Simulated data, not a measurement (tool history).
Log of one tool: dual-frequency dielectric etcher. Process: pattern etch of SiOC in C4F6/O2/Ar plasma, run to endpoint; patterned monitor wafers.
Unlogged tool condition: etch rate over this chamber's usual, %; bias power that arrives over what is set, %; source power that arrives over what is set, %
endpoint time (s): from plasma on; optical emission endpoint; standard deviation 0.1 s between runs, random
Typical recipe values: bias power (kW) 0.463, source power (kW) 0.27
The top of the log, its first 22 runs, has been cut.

run    hour  bias power (kW)  source power (kW)  wafers since the last listed run  hours since the last wet clean  hours since the last bias power generator calibration  hours since the last source power generator calibration  hours since the last upper electrode change  incoming incoming film thickness, nm  endpoint time (s)
 23    1623            0.527               0.31                               602                           423.7                                                  632.9                                                   3435.1                                       3637.1                                  50.6               18.3
 24  1669.6            0.572               0.27                               520                           470.3                                                  679.5                                                   3481.7                                       3683.7                                  51.8               19.7
     1699.9  -- source power generator calibrated
 25  1789.5            0.463               0.27                              1294                           590.2                                                  799.4                                                     89.6                                       3803.6                                  51.6               21.7
     1819.9  -- upper electrode replaced
 26  1850.9            0.413               0.27                               417                           651.6                                                  860.8                                                      151                                           31                                  51.5               22.7
     1905.6  -- wet clean of the chamber
 27  1931.1            0.495               0.25                               627                            25.5                                                    941                                                    231.2                                        111.2                                    51               20.9
 28  2014.6            0.569               0.29                               932                             109                                                 1024.5                                                    314.7                                        194.7                                  51.2               18.5
 29  2108.5            0.357               0.25                              1048                           202.9                                                 1118.4                                                    408.6                                        288.6                                  50.8               23.8
 30  2177.4            0.463               0.34                               769                           271.8                                                 1187.3                                                    477.5                                        357.5                                  51.3               18.8
 31  2249.7             0.38               0.27                               807                           344.1                                                 1259.6                                                    549.8                                        429.8                                  51.6               22.9
 32  2295.3            0.463               0.27                               509                           389.7                                                 1305.2                                                    595.4                                        475.4                                  50.7               20.9
 33  2351.7            0.463               0.27                               630                           446.1                                                 1361.6                                                    651.8                                        531.8                                  51.2               21.4
 34  2447.4            0.539               0.27                              1069                           541.8                                                 1457.3                                                    747.5                                        627.5                                  51.7               20.7
     2550.7  -- wet clean of the chamber
 35  2551.2            0.512               0.27                               891                             0.5                                                 1561.1                                                    851.3                                        731.3                                  52.4                 20

Predict the results of run 36:
 36  2576            0.433               0.24                               277                            25.3                                                 1585.9                                                    876.1                                        756.1                                  50.7                  ?

endpoint time (s): 22.1
Were there no unlogged condition in the tool, this run, its random variation unchanged, would have produced endpoint time (s) 22.5.

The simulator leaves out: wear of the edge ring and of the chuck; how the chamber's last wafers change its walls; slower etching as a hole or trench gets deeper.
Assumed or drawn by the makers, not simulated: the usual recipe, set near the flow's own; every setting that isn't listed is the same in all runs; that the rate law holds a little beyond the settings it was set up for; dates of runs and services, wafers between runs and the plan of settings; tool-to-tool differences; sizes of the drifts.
